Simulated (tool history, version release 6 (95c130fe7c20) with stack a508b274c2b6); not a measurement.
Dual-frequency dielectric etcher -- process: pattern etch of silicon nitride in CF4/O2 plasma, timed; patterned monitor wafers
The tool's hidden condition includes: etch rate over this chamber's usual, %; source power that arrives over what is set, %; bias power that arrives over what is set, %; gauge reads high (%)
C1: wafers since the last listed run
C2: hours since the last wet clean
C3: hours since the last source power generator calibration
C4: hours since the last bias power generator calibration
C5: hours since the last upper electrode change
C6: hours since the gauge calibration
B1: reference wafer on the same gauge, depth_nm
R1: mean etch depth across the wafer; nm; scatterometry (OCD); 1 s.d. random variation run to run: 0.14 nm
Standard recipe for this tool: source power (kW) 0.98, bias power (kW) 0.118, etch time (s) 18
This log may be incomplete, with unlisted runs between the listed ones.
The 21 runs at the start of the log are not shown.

run 22 hour=1077.4 | source_power_(kW)=0.98 bias_power_(kW)=0.118 etch_time_(s)=18 | C1=664 C2=255.7 C3=707.5 C4=690.6 C5=563.4 C6=603.3 | B1=66.8 | R1=59.5
run 23 hour=1116.1 | source_power_(kW)=0.98 bias_power_(kW)=0.107 etch_time_(s)=21 | C1=597 C2=294.4 C3=746.2 C4=729.3 C5=602.1 C6=642 | B1=66.9 | R1=67.2
run 24 hour=1154.5 | source_power_(kW)=0.98 bias_power_(kW)=0.146 etch_time_(s)=18 | C1=592 C2=332.8 C3=784.6 C4=767.7 C5=640.5 C6=680.4 | B1=66.8 | R1=63.1
run 25 hour=1224.6 | source_power_(kW)=0.76 bias_power_(kW)=0.118 etch_time_(s)=18 | C1=1081 C2=402.9 C3=854.7 C4=837.8 C5=710.6 C6=750.5 | B1=66.9 | R1=45
run 26 hour=1252.5 | source_power_(kW)=0.98 bias_power_(kW)=0.136 etch_time_(s)=20 | C1=430 C2=430.8 C3=882.6 C4=865.7 C5=738.5 C6=778.4 | B1=67 | R1=68.9
run 27 hour=1281.5 | source_power_(kW)=0.98 bias_power_(kW)=0.118 etch_time_(s)=18 | C1=447 C2=459.8 C3=911.6 C4=894.7 C5=767.5 C6=807.4 | B1=67 | R1=59.4
run 28 hour=1332.1 | source_power_(kW)=0.98 bias_power_(kW)=0.118 etch_time_(s)=18 | C1=780 C2=510.4 C3=962.2 C4=945.3 C5=818.1 C6=858 | B1=67 | R1=59.3
-- hour=1399.9 wet clean of the chamber
run 29 hour=1400.4 | source_power_(kW)=0.98 bias_power_(kW)=0.102 etch_time_(s)=20 | C1=683 C2=0.5 C3=1030.5 C4=1013.6 C5=886.4 C6=926.3 | B1=67 | R1=63.4
run 30 hour=1414.9 | source_power_(kW)=0.83 bias_power_(kW)=0.14 etch_time_(s)=23 | C1=223 C2=15 C3=1045 C4=1028.1 C5=900.9 C6=940.8 | B1=67 | R1=67.1

Below are 4 alternative next runs, each starting from the tool's condition after run 30. Predict each:
run A hour=1415.3 | source_power_(kW)=0.98 bias_power_(kW)=0.118 etch_time_(s)=18 | C1=6 C2=15.4 C3=1045.4 C4=1028.5 C5=901.3 C6=941.2 | B1=? | R1=?
run B hour=1415.3 | source_power_(kW)=1.19 bias_power_(kW)=0.118 etch_time_(s)=18 | C1=6 C2=15.4 C3=1045.4 C4=1028.5 C5=901.3 C6=941.2 | B1=? | R1=?
run C hour=1415.3 | source_power_(kW)=0.76 bias_power_(kW)=0.11 etch_time_(s)=15 | C1=6 C2=15.4 C3=1045.4 C4=1028.5 C5=901.3 C6=941.2 | B1=? | R1=?
run D hour=1415.3 | source_power_(kW)=1.18 bias_power_(kW)=0.127 etch_time_(s)=15 | C1=6 C2=15.4 C3=1045.4 C4=1028.5 C5=901.3 C6=941.2 | B1=? | R1=?

run=A B1=67.1 R1=59.4
run=B B1=67.1 R1=72.8
run=C B1=67.1 R1=36.7
run=D B1=67.1 R1=61.5
Without the tool's unlogged condition, the same runs would have read:
run=A R1=58.2
run=B R1=71.3
run=C R1=35.9
run=D R1=60.3
